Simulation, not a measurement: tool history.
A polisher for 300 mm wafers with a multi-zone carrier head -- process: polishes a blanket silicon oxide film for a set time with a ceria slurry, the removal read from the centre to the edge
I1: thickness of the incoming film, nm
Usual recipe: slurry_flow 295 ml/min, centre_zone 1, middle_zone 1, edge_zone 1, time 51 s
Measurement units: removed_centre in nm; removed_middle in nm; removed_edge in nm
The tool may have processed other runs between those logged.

{"run": 1, "day": 0.0, "slurry_flow": 295, "centre_zone": 1, "middle_zone": 1, "edge_zone": 1, "time": 51, "I1": 1358.5, "removed_centre": 229.2, "removed_middle": 240, "removed_edge": 236.5}
{"run": 2, "day": 2.146, "slurry_flow": 295, "centre_zone": 1, "middle_zone": 1, "edge_zone": 1, "time": 51, "I1": 1354.8, "removed_centre": 226.8, "removed_middle": 233.7, "removed_edge": 233.2}
{"run": 3, "day": 4.979, "slurry_flow": 295, "centre_zone": 1.06, "middle_zone": 1, "edge_zone": 1.12, "time": 51, "I1": 1387.3, "removed_centre": 233.6, "removed_middle": 228.2, "removed_edge": 245.8}
{"run": 4, "day": 6.825, "slurry_flow": 295, "centre_zone": 0.93, "middle_zone": 1, "edge_zone": 1, "time": 51, "I1": 1385.8, "removed_centre": 203.8, "removed_middle": 226.9, "removed_edge": 225.6}
{"run": 5, "day": 8.958, "slurry_flow": 295, "centre_zone": 1, "middle_zone": 1, "edge_zone": 1, "time": 51, "I1": 1374.3, "removed_centre": 216.3, "removed_middle": 222.2, "removed_edge": 222.4}
{"day": 10.3, "done": "carrier head's membrane replaced by a new one"}
{"day": 10.804, "done": "worn pad replaced by a new one"}
{"run": 6, "day": 11.875, "slurry_flow": 295, "centre_zone": 1, "middle_zone": 1, "edge_zone": 1, "time": 51, "I1": 1374.3, "removed_centre": 228.8, "removed_middle": 233.9, "removed_edge": 236.6}
{"run": 7, "day": 13.558, "slurry_flow": 245, "centre_zone": 1, "middle_zone": 1, "edge_zone": 1, "time": 37, "I1": 1373.9, "removed_centre": 158.5, "removed_middle": 163.6, "removed_edge": 164.9}
{"run": 8, "day": 17.854, "slurry_flow": 295, "centre_zone": 0.96, "middle_zone": 1.07, "edge_zone": 1.11, "time": 69, "I1": 1361.5, "removed_centre": 288.6, "removed_middle": 328.2, "removed_edge": 329.5}
{"run": 9, "day": 20.896, "slurry_flow": 205, "centre_zone": 1, "middle_zone": 1, "edge_zone": 1, "time": 51, "I1": 1366.2, "removed_centre": 197.3, "removed_middle": 204.4, "removed_edge": 216.5}
{"run": 10, "day": 30.275, "slurry_flow": 295, "centre_zone": 1, "middle_zone": 1, "edge_zone": 1, "time": 51, "I1": 1369.7, "removed_centre": 209.7, "removed_middle": 215.9, "removed_edge": 218.6}
{"day": 33.438, "done": "slurry nozzle cleaned"}
{"run": 11, "day": 33.712, "slurry_flow": 395, "centre_zone": 1, "middle_zone": 1, "edge_zone": 0.94, "time": 51, "I1": 1351.8, "removed_centre": 237.6, "removed_middle": 240, "removed_edge": 227.3}
{"day": 34.2, "done": "carrier head's membrane replaced by a new one"}
{"run": 12, "day": 35.65, "slurry_flow": 295, "centre_zone": 1, "middle_zone": 0.91, "edge_zone": 1.09, "time": 39, "I1": 1368.3, "removed_centre": 172.1, "removed_middle": 162.4, "removed_edge": 177.9}
{"day": 36.546, "done": "worn pad replaced by a new one"}
{"run": 13, "day": 37.612, "slurry_flow": 345, "centre_zone": 1, "middle_zone": 0.96, "edge_zone": 1, "time": 51, "I1": 1394.1, "removed_centre": 242.9, "removed_middle": 238.1, "removed_edge": 240}
{"run": 14, "day": 41.379, "slurry_flow": 295, "centre_zone": 0.92, "middle_zone": 1, "edge_zone": 1, "time": 51, "I1": 1367.3, "removed_centre": 214.6, "removed_middle": 236.3, "removed_edge": 232.6}
{"day": 43.321, "done": "edge zone pressure recalibrated"}
{"day": 43.354, "done": "centre zone pressure recalibrated"}
{"run": 15, "day": 43.742, "slurry_flow": 295, "centre_zone": 1, "middle_zone": 1, "edge_zone": 1.1, "time": 51, "I1": 1357.3, "removed_centre": 229.2, "removed_middle": 234.7, "removed_edge": 248.4}
{"run": 16, "day": 46.829, "slurry_flow": 295, "centre_zone": 1.09, "middle_zone": 1, "edge_zone": 1.11, "time": 51, "I1": 1390.6, "removed_centre": 241.3, "removed_middle": 230.1, "removed_edge": 243.2}
{"run": 17, "day": 53.271, "slurry_flow": 380, "centre_zone": 1.05, "middle_zone": 1, "edge_zone": 1, "time": 40, "I1": 1376.7, "removed_centre": 182.6, "removed_middle": 179.7, "removed_edge": 180.2}
{"run": 18, "day": 56.083, "slurry_flow": 295, "centre_zone": 1, "middle_zone": 1, "edge_zone": 1, "time": 51, "I1": 1385.4, "removed_centre": 209.5, "removed_middle": 215.6, "removed_edge": 219.6}
{"run": 19, "day": 60.45, "slurry_flow": 295, "centre_zone": 1, "middle_zone": 1, "edge_zone": 1, "time": 51, "I1": 1383.1, "removed_centre": 207.4, "removed_middle": 213.2, "removed_edge": 220.2}
{"day": 62.225, "done": "carrier head's membrane replaced by a new one"}
{"day": 63.371, "done": "slurry nozzle cleaned"}
{"day": 65.55, "done": "worn pad replaced by a new one"}
{"run": 20, "day": 68.775, "slurry_flow": 295, "centre_zone": 1, "middle_zone": 1, "edge_zone": 1, "time": 51, "I1": 1354.7, "removed_centre": 236.6, "removed_middle": 248.3, "removed_edge": 242.5}
{"run": 21, "day": 72.138, "slurry_flow": 235, "centre_zone": 1, "middle_zone": 0.93, "edge_zone": 1.03, "time": 60, "I1": 1389.5, "removed_centre": 259.7, "removed_middle": 253.6, "removed_edge": 286}

Consider 5 possible next runs. They are alternatives, not a sequence: every one starts from the tool as it was left by run 21. What does each give?
{"run": "A", "day": 72.154, "slurry_flow": 295, "centre_zone": 1, "middle_zone": 1, "edge_zone": 1, "time": 51, "I1": 1375, "removed_centre": "?", "removed_middle": "?", "removed_edge": "?"}
{"run": "B", "day": 72.154, "slurry_flow": 295, "centre_zone": 0.89, "middle_zone": 1, "edge_zone": 1, "time": 51, "I1": 1375, "removed_centre": "?", "removed_middle": "?", "removed_edge": "?"}
{"run": "C", "day": 72.154, "slurry_flow": 210, "centre_zone": 1, "middle_zone": 1, "edge_zone": 1, "time": 44, "I1": 1375, "removed_centre": "?", "removed_middle": "?", "removed_edge": "?"}
{"run": "D", "day": 72.154, "slurry_flow": 295, "centre_zone": 1, "middle_zone": 0.91, "edge_zone": 1, "time": 51, "I1": 1375, "removed_centre": "?", "removed_middle": "?", "removed_edge": "?"}
{"run": "E", "day": 72.154, "slurry_flow": 295, "centre_zone": 1, "middle_zone": 1.07, "edge_zone": 1, "time": 33, "I1": 1375, "removed_centre": "?", "removed_middle": "?", "removed_edge": "?"}

run=A removed_centre=233 removed_middle=239.1 removed_edge=238.6
run=B removed_centre=207.1 removed_middle=239.2 removed_edge=238.6
run=C removed_centre=187.4 removed_middle=193.9 removed_edge=196.7
run=D removed_centre=232.8 removed_middle=220.9 removed_edge=238.9
run=E removed_centre=150.8 removed_middle=163.8 removed_edge=154.3
Had the tool no hidden state, the same runs would have come out as:
run=A removed_centre=247.9 removed_middle=253.3 removed_edge=250.6
run=B removed_centre=220.4 removed_middle=253.5 removed_edge=250.6
run=C removed_centre=203.3 removed_middle=208.9 removed_edge=208.9
run=D removed_centre=247.8 removed_middle=234.1 removed_edge=250.9
run=E removed_centre=160.5 removed_middle=173.6 removed_edge=162

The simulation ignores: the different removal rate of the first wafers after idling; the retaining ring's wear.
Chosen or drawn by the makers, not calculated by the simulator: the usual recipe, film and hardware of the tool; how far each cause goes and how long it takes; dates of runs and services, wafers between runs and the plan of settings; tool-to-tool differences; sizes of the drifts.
